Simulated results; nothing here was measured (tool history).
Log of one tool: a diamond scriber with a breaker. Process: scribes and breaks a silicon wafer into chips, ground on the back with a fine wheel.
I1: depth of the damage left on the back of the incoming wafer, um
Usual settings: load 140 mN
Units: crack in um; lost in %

run 1 hour=0 | load=140 | I1=2.1 | crack=11.6 lost=1.88
run 2 hour=93 | load=140 | I1=2.99 | crack=11.61 lost=2.92
run 3 hour=174.4 | load=140 | I1=1.66 | crack=11.43 lost=1.81
-- hour=240.5 diamond tip replaced by a new one
run 4 hour=497.6 | load=140 | I1=1.62 | crack=11.55 lost=1.51
run 5 hour=576.4 | load=140 | I1=1.52 | crack=11.4 lost=1.56
run 6 hour=669.5 | load=140 | I1=2.8 | crack=11.04 lost=3.01
-- hour=716.8 diamond tip replaced by a new one
run 7 hour=734 | load=140 | I1=2.62 | crack=11.85 lost=2.36
run 8 hour=820.9 | load=140 | I1=2.51 | crack=11.89 lost=2.14
-- hour=861.8 load on the tip recalibrated
run 9 hour=884.5 | load=140 | I1=1.61 | crack=11.8 lost=1.38
run 10 hour=921.4 | load=172 | I1=1.63 | crack=13.24 lost=2.36
run 11 hour=987.7 | load=172 | I1=1.79 | crack=12.82 lost=2.37
run 12 hour=1027.5 | load=155 | I1=2.16 | crack=12.48 lost=1.9
run 13 hour=1071.4 | load=180 | I1=2.57 | crack=13.48 lost=2.86
-- hour=1125 diamond tip replaced by a new one
run 14 hour=1166.8 | load=140 | I1=2.26 | crack=11.8 lost=1.87
run 15 hour=1251.7 | load=164 | I1=2.3 | crack=12.66 lost=2.41
run 16 hour=1291.9 | load=140 | I1=1.84 | crack=11.74 lost=1.7

Run 17 comes next. What will it give?
run 17 hour=1341.3 | load=114 | I1=2.14 | crack=? lost=?

{"run 17": {"crack": 10.2, "lost": 3.55}}
Without the tool's hidden state the same run would have given crack 10.39 um, lost 3.11 %.

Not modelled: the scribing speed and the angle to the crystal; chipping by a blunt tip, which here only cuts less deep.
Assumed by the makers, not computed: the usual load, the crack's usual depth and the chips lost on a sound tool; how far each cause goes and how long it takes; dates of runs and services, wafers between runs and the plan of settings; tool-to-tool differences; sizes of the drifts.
